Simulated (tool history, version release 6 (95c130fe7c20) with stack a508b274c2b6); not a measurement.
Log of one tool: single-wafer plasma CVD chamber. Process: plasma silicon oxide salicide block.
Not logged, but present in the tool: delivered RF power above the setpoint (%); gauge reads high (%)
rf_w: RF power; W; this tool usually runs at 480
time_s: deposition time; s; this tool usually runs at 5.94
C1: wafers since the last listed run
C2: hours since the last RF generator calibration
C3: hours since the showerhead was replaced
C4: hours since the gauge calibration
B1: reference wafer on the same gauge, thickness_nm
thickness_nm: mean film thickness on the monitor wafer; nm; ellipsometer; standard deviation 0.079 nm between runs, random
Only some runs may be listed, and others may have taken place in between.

Run 1, hour 0: usual settings; C1 0; C2 1832.8; C3 6348.9; C4 215.6; B1 47.287. Result: thickness_nm 53.002 nm.
Run 2, hour 10.9: usual settings; C1 461; C2 1843.7; C3 6359.8; C4 226.5; B1 47.307. Result: thickness_nm 52.797 nm.
Run 3, hour 36: usual settings but time_s 5.56 s; C1 1062; C2 1868.8; C3 6384.9; C4 251.6; B1 47.3. Result: thickness_nm 49.523 nm.
Run 4, hour 48.5: usual settings but rf_w 550 W; C1 529; C2 1881.3; C3 6397.4; C4 264.1; B1 47.309. Result: thickness_nm 54.883 nm.
Run 5, hour 62.7: usual settings but rf_w 550 W; C1 601; C2 1895.5; C3 6411.6; C4 278.3; B1 47.28. Result: thickness_nm 54.79 nm.
Run 6, hour 75.3: usual settings but rf_w 550 W; C1 533; C2 1908.1; C3 6424.2; C4 290.9; B1 47.288. Result: thickness_nm 54.875 nm.
At hour 93.3: gauge calibrated.
Run 7, hour 105.3: usual settings; C1 1270; C2 1938.1; C3 6454.2; C4 12; B1 47.297. Result: thickness_nm 52.997 nm.
Run 8, hour 122.6: usual settings; C1 732; C2 1955.4; C3 6471.5; C4 29.3; B1 47.303. Result: thickness_nm 52.959 nm.
At hour 135: RF generator calibrated.
Run 9, hour 135.5: usual settings; C1 207; C2 0.5; C3 6484.4; C4 42.2; B1 47.291. Result: thickness_nm 52.923 nm.
Run 10, hour 141.2: usual settings; C1 241; C2 6.2; C3 6490.1; C4 47.9; B1 47.286. Result: thickness_nm 52.888 nm.
Run 11, hour 148.1: usual settings but rf_w 405 W, time_s 6.79 s; C1 292; C2 13.1; C3 6497; C4 54.8; B1 47.298. Result: thickness_nm 57.812 nm.
Run 12, hour 161.6: usual settings but rf_w 555 W, time_s 5.25 s; C1 571; C2 26.6; C3 6510.5; C4 68.3; B1 47.316. Result: thickness_nm 48.633 nm.
Run 13, hour 168.8: usual settings but rf_w 440 W; C1 304; C2 33.8; C3 6517.7; C4 75.5; B1 47.331. Result: thickness_nm 51.673 nm.

Run 14, settings as shown, results not yet in. Your forecast:
At hour 178.1: showerhead replaced.
Run 14, hour 180.1: usual settings but rf_w 565 W, time_s 5.22 s; C1 139; C2 45.1; C3 2; C4 86.8; B1 ?. Result: thickness_nm ?.

{"run 14": {"B1": 47.296, "thickness_nm": 48.492}}
With no hidden state in the tool, this same run would have given thickness_nm 48.492 nm.
